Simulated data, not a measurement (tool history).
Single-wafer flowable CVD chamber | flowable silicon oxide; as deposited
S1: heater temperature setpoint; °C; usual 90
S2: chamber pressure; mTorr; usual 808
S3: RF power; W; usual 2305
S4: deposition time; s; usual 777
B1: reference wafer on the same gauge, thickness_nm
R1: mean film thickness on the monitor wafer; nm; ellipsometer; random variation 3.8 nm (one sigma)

run	day	S1	S2	S3	S4	B1	R1
1	0	98	808	2305	777	784.45	558.815
2	5.55	90	808	2305	777	784.361	701.329
# day 8.65: gauge calibrated
3	9.629	90	808	2305	777	785.064	706.38
4	12.508	90	808	2305	777	785.66	700.77
# day 12.938: RF generator calibrated
5	15.783	102	808	2305	777	785.092	492.896
6	18.271	93	898	2305	777	786.986	714.206
7	22.867	93	898	2305	777	785.451	708.535
8	26.354	90	808	2305	777	785.165	700.063
9	28.538	82	631	2055	725	786.861	620.703
# day 31.596: thermocouple changed; heater temperature recalibrated
10	32.825	90	808	2305	777	784.797	713.895
11	37.167	81	608	2595	777	784.511	686.86
12	40.558	90	943	2305	777	785.146	823.786
13	43.438	90	808	2305	777	786.325	712.182
# day 43.867: capacitance manometer re-zeroed and calibrated
# day 53.679: showerhead replaced
14	54.429	100	808	2305	730	784.413	507.993
15	56.329	103	808	2590	777	785.621	507.328
16	68.546	104	616	2305	777	784.615	371.508
# day 68.95: capacitance manometer re-zeroed and calibrated, repeated, since the last time left the tool worse
17	70.942	90	1000	2305	777	782.806	842.572
18	72.975	81	961	2615	879	785.842	1195.464
19	77.421	93	898	2305	777	785.274	697.924
20	80.838	90	625	2125	925	786.572	622.12
21	82.533	90	808	2305	777	784.347	681.06
# day 83.271: RF generator calibrated
22	84.321	90	808	2305	777	784.409	692.131
23	88.525	79	729	2140	777	786.252	824.038
24	91.575	83	700	2765	647	784.617	617.783
25	94.138	90	808	1950	777	783.86	670.785
26	96.921	90	808	2305	777	785.305	696.624
27	99.183	86	754	2525	777	784.314	728.599

Forecast each of these 5 alternatives for the next run:
A	99.208	90	808	2305	777	?	?
B	99.208	90	679	2305	884	?	?
C	99.208	85	708	2640	683	?	?
D	99.208	84	953	2305	777	?	?
E	99.208	97	808	2500	777	?	?

run	B1	R1
A	783.887	693.144
B	783.887	662.585
C	783.887	618.694
D	783.887	953.839
E	783.887	569.926
Without the tool's hidden state the same runs would have given:
run	R1
A	688.593
B	657.95
C	614.51
D	947.874
E	566.184
